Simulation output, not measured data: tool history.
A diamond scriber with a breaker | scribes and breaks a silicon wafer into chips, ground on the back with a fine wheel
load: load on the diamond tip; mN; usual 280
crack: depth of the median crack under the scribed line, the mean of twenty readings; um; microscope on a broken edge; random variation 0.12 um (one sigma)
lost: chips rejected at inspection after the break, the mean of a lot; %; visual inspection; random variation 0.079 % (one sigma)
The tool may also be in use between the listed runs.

run,hour,load,"incoming depth of the damage left on the back of the incoming wafer, um",crack,lost
1,0,308,1.54,12.4,4.28
2,15.1,308,1.71,12.34,4.15
3,24.1,308,2.82,12.38,4.68
4,38.7,280,1.82,11.65,7.04
5,46.4,280,2.26,11.55,8.56
6,63.8,280,1.93,11.54,7.99
7,115.6,280,1.94,11.08,8.89
8,123.4,280,2.12,11.18,8.48
# hour 137.2: load on the tip recalibrated
9,137.7,280,2.41,11.19,9.77
10,142,217,2.96,9.47,22.45
11,158.3,280,2.9,10.9,11.06
12,200.5,280,2.96,10.88,11.8
13,207.1,280,1.55,10.82,11.16
# hour 209.6: diamond tip replaced by a new one
14,220,340,1.7,15.72,2.96
15,227.9,280,1.88,14,1.45
16,238.6,226,2.27,12.31,4.29
17,245.4,249,2.07,12.99,2.43
18,262.3,280,2.17,13.96,1.65
19,269.7,280,1.68,14.18,1.52
20,286.9,207,1.97,11.85,6.97
21,298.2,280,2.94,14.04,2.16
22,304.2,348,2.91,16,3.75
23,314.5,321,2.87,15.45,2.41
24,326.7,344,2.64,16.04,3.43
25,356.1,231,2.67,12.44,4.33
26,365.7,280,2.08,13.9,1.6
27,382.6,331,2.47,15.73,2.48
28,397.1,280,2.48,13.99,1.82
29,405.2,335,2.8,15.49,2.94

Measured less the same run without the tool's hidden state. The same run-to-run variation is in both; the gauge's scatter may not be:
The hidden state here: share of the diamond tip's cutting effectiveness lost through wear, %; deviation of the load on the tip from its setpoint, %.
run,crack,lost
1,-2.65,+2.33
2,-2.72,+2.34
3,-2.78,+2.59
4,-2.69,+5.69
5,-2.71,+6.82
6,-2.8,+6.54
7,-2.99,+7.49
8,-3.06,+7.13
9,-3.15,+8.17
10,-2.69,+16.97
11,-3.2,+9.11
12,-3.47,+9.91
13,-3.49,+9.89
14,-0.23,-0.46
15,-0.21,+0.04
16,-0.18,+0.53
17,-0.19,+0.31
18,-0.21,+0.04
19,-0.22,+0.04
20,-0.18,+0.8
21,-0.22,+0.07
22,-0.25,-0.52
23,-0.25,-0.29
24,-0.27,-0.52
25,-0.22,+0.59
26,-0.25,+0.06
27,-0.29,-0.43
28,-0.27,+0.08
29,-0.31,-0.51
